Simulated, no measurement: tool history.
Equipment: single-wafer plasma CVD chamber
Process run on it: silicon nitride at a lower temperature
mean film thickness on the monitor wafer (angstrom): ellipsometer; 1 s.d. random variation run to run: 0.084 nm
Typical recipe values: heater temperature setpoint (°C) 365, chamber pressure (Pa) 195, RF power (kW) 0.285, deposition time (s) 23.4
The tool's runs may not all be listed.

run   hour  heater temperature setpoint (°C)  chamber pressure (Pa)  RF power (kW)  deposition time (s)  read-back reference wafer on the same gauge, thickness_nm  mean film thickness on the monitor wafer (angstrom)
  1      0                               365                    195          0.265                 23.4                                                     21.644                                               238.59
  2   83.3                               365                    233          0.305                 23.4                                                     21.643                                               269.98
  3  101.7                               365                    195          0.285                 23.4                                                     21.656                                               248.28
  4  129.1                               365                    195          0.285                 23.4                                                     21.666                                               249.61
  5  154.3                               354                    195          0.285                 23.4                                                     21.666                                               250.27
  6  171.2                               354                    195          0.285                 23.4                                                     21.661                                               249.13
  7    200                               365                    195          0.285                 23.4                                                     21.674                                               249.09
  8  249.3                               365                    195          0.285                 23.4                                                     21.693                                               248.45
  9  281.1                               365                    195          0.285                 23.4                                                     21.675                                               247.98
 10  302.4                               365                    195          0.285                 23.4                                                     21.691                                               248.92
 11  329.2                               365                    195          0.285                 23.4                                                     21.703                                               248.47
 12    356                               365                    195          0.285                 23.4                                                     21.699                                                248.5
 13  378.5                               365                    195          0.285                 23.4                                                     21.718                                               250.06
 14  405.8                               365                    195          0.285                 23.4                                                     21.708                                               249.16
 15  420.3                               365                    216          0.325                 23.4                                                     21.708                                               274.38
 16  444.5                               365                    195          0.285                   27                                                     21.712                                               287.17
 17  464.7                               365                    195           0.33                 25.2                                                     21.719                                               290.94
 18  495.3                               365                    213          0.285                 23.4                                                     21.265                                               249.46
 19  517.9                               374                    195           0.26                 23.4                                                     21.287                                               232.05
 20  541.1                               365                    195          0.285                 23.4                                                     21.323                                               245.45
 21  559.2                               350                    195          0.265                 26.5                                                     21.338                                               268.85
 22  594.8                               365                    236          0.285                 25.8                                                     21.389                                               282.98
 23  668.2                               377                    195          0.235                 23.4                                                     21.448                                               219.32
 24  702.6                               365                    195          0.285                 23.4                                                     21.491                                               248.37
 25  719.4                               365                    195           0.24                 23.4                                                     21.496                                                224.5
 26  751.7                               378                    195          0.285                 23.4                                                       21.5                                               245.28
 27  786.7                               365                    195          0.285                 23.4                                                     21.538                                               247.17
 28  820.1                               365                    195          0.285                 23.4                                                     21.541                                               248.13
 29  833.5                               365                    236          0.285                 25.8                                                     21.562                                               286.25

Missing from the log above: 5 entries noted between runs. For each, name the pair of listed runs it sits between and say how the tool's hidden condition differs from the listed run just before to the listed run just after:
Runs 8 to 9: RF generator calibrated (hour 279.4)
  gauge reads high (%): 2.31 -> 2.34
  measured less the result without the state, mean film thickness on the monitor wafer (angstrom): +5.62 -> +5.66
Runs 10 to 11: showerhead replaced (hour 327.2); capacitance manometer re-zeroed and calibrated (hour 328.7)
  gauge reads high (%): 2.35 -> 2.36
  measured less the result without the state, mean film thickness on the monitor wafer (angstrom): +5.71 -> +5.74
Runs 17 to 18: gauge calibrated (hour 469.1)
  gauge reads high (%): 2.43 -> 0.292
  measured less the result without the state, mean film thickness on the monitor wafer (angstrom): +6.9 -> +0.73
Runs 18 to 19: thermocouple changed; heater temperature recalibrated (hour 507.5)
  gauge reads high (%): 0.292 -> 0.439
  measured less the result without the state, mean film thickness on the monitor wafer (angstrom): +0.73 -> +1.02

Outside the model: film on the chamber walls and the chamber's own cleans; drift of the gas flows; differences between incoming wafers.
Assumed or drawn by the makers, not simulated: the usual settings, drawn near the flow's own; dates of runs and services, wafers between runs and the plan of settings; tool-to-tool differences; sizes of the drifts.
